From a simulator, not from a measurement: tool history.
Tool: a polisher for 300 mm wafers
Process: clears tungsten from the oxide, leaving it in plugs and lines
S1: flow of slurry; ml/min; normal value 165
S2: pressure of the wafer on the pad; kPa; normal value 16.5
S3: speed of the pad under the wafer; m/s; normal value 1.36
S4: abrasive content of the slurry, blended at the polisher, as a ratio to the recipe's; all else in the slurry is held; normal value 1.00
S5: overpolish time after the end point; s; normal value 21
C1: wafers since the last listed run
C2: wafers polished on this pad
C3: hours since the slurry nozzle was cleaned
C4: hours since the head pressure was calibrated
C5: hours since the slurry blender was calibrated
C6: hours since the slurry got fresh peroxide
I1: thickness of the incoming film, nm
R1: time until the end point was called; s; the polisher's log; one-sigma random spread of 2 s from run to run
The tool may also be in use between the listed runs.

{"run": 1, "hour": 0.0, "S1": 165, "S2": 16.5, "S3": 1.36, "S4": 1.0, "S5": 21, "C1": 0, "C2": 425, "C3": 372.4, "C4": 523.4, "C5": 11.1, "C6": 46.5, "I1": 496.6, "R1": 142.4}
{"run": 2, "hour": 102.5, "S1": 165, "S2": 16.5, "S3": 1.36, "S4": 1.0, "S5": 21, "C1": 479, "C2": 904, "C3": 474.9, "C4": 625.9, "C5": 113.6, "C6": 149.0, "I1": 496.8, "R1": 144.8}
{"hour": 141.5, "done": "slurry nozzle cleaned"}
{"run": 3, "hour": 168.0, "S1": 165, "S2": 16.5, "S3": 1.36, "S4": 1.0, "S5": 21, "C1": 301, "C2": 1206, "C3": 26.5, "C4": 691.4, "C5": 179.1, "C6": 214.5, "I1": 501.0, "R1": 145.9}
{"run": 4, "hour": 257.6, "S1": 165, "S2": 16.5, "S3": 1.36, "S4": 1.0, "S5": 21, "C1": 419, "C2": 1625, "C3": 116.1, "C4": 781.0, "C5": 268.7, "C6": 304.1, "I1": 499.3, "R1": 146.1}
{"run": 5, "hour": 307.0, "S1": 195, "S2": 16.5, "S3": 1.36, "S4": 1.0, "S5": 21, "C1": 231, "C2": 1856, "C3": 165.5, "C4": 830.4, "C5": 318.1, "C6": 353.5, "I1": 492.9, "R1": 143.2}
{"run": 6, "hour": 384.5, "S1": 165, "S2": 16.5, "S3": 1.36, "S4": 1.0, "S5": 21, "C1": 362, "C2": 2219, "C3": 243.0, "C4": 907.9, "C5": 395.6, "C6": 431.0, "I1": 499.2, "R1": 151.1}
{"hour": 416.9, "done": "worn pad replaced by a new one"}
{"hour": 446.2, "done": "slurry tank refilled with fresh slurry and peroxide"}
{"run": 7, "hour": 449.5, "S1": 165, "S2": 16.5, "S3": 1.36, "S4": 1.0, "S5": 21, "C1": 280, "C2": 147, "C3": 308.0, "C4": 972.9, "C5": 460.6, "C6": 3.3, "I1": 495.3, "R1": 139.7}
{"hour": 491.3, "done": "slurry blender recalibrated"}
{"run": 8, "hour": 504.2, "S1": 165, "S2": 16.5, "S3": 1.36, "S4": 1.0, "S5": 21, "C1": 246, "C2": 394, "C3": 362.7, "C4": 1027.6, "C5": 12.9, "C6": 58.0, "I1": 494.2, "R1": 138.7}
{"run": 9, "hour": 594.8, "S1": 165, "S2": 16.5, "S3": 1.36, "S4": 1.2, "S5": 21, "C1": 423, "C2": 818, "C3": 453.3, "C4": 1118.2, "C5": 103.5, "C6": 148.6, "I1": 495.7, "R1": 138.7}
{"hour": 635.5, "done": "slurry nozzle cleaned"}
{"run": 10, "hour": 674.0, "S1": 165, "S2": 16.5, "S3": 1.36, "S4": 1.0, "S5": 21, "C1": 365, "C2": 1184, "C3": 38.5, "C4": 1197.4, "C5": 182.7, "C6": 227.8, "I1": 490.6, "R1": 146.7}
{"run": 11, "hour": 727.9, "S1": 165, "S2": 16.5, "S3": 1.36, "S4": 1.0, "S5": 21, "C1": 252, "C2": 1436, "C3": 92.4, "C4": 1251.3, "C5": 236.6, "C6": 281.7, "I1": 500.3, "R1": 145.7}
{"run": 12, "hour": 791.9, "S1": 165, "S2": 16.5, "S3": 1.84, "S4": 1.0, "S5": 21, "C1": 299, "C2": 1736, "C3": 156.4, "C4": 1315.3, "C5": 300.6, "C6": 345.7, "I1": 497.9, "R1": 107.1}
{"run": 13, "hour": 861.9, "S1": 165, "S2": 16.5, "S3": 1.36, "S4": 1.1, "S5": 21, "C1": 327, "C2": 2063, "C3": 226.4, "C4": 1385.3, "C5": 370.6, "C6": 415.7, "I1": 493.6, "R1": 143.0}
{"hour": 883.5, "done": "slurry tank refilled with fresh slurry and peroxide"}
{"hour": 892.1, "done": "slurry blender recalibrated"}
{"hour": 940.5, "done": "worn pad replaced by a new one"}
{"run": 14, "hour": 954.5, "S1": 165, "S2": 16.5, "S3": 1.36, "S4": 1.0, "S5": 21, "C1": 400, "C2": 65, "C3": 319.0, "C4": 1477.9, "C5": 62.4, "C6": 71.0, "I1": 502.0, "R1": 141.4}
{"hour": 971.6, "done": "head pressure recalibrated"}
{"run": 15, "hour": 1054.1, "S1": 165, "S2": 16.5, "S3": 1.36, "S4": 1.25, "S5": 21, "C1": 456, "C2": 522, "C3": 418.6, "C4": 82.5, "C5": 162.0, "C6": 170.6, "I1": 500.7, "R1": 139.7}
{"run": 16, "hour": 1143.9, "S1": 165, "S2": 16.5, "S3": 1.36, "S4": 1.0, "S5": 21, "C1": 420, "C2": 942, "C3": 508.4, "C4": 172.3, "C5": 251.8, "C6": 260.4, "I1": 494.9, "R1": 146.4}
{"hour": 1150.3, "done": "slurry nozzle cleaned"}
{"run": 17, "hour": 1217.2, "S1": 165, "S2": 16.5, "S3": 1.22, "S4": 1.15, "S5": 33, "C1": 338, "C2": 1280, "C3": 66.9, "C4": 245.6, "C5": 325.1, "C6": 333.7, "I1": 485.3, "R1": 157.5}
{"run": 18, "hour": 1281.7, "S1": 165, "S2": 16.5, "S3": 1.36, "S4": 1.0, "S5": 21, "C1": 301, "C2": 1582, "C3": 131.4, "C4": 310.1, "C5": 389.6, "C6": 398.2, "I1": 490.5, "R1": 145.6}
{"hour": 1321.7, "done": "slurry tank refilled with fresh slurry and peroxide"}
{"run": 19, "hour": 1329.2, "S1": 165, "S2": 18.6, "S3": 1.8, "S4": 1.0, "S5": 29, "C1": 217, "C2": 1800, "C3": 178.9, "C4": 357.6, "C5": 437.1, "C6": 7.5, "I1": 495.5, "R1": 100.0}

Forecast run 20:
{"hour": 1337.0, "done": "worn pad replaced by a new one"}
{"run": 20, "hour": 1382.9, "S1": 165, "S2": 16.5, "S3": 1.36, "S4": 0.9, "S5": 21, "C1": 232, "C2": 214, "C3": 232.6, "C4": 411.3, "C5": 490.8, "C6": 61.2, "I1": 489.9, "R1": "?"}

Logged for run 20: R1 144.1 s.
Were there no unlogged condition in the tool, this run, its random variation unchanged, would have produced R1 141.1 s.
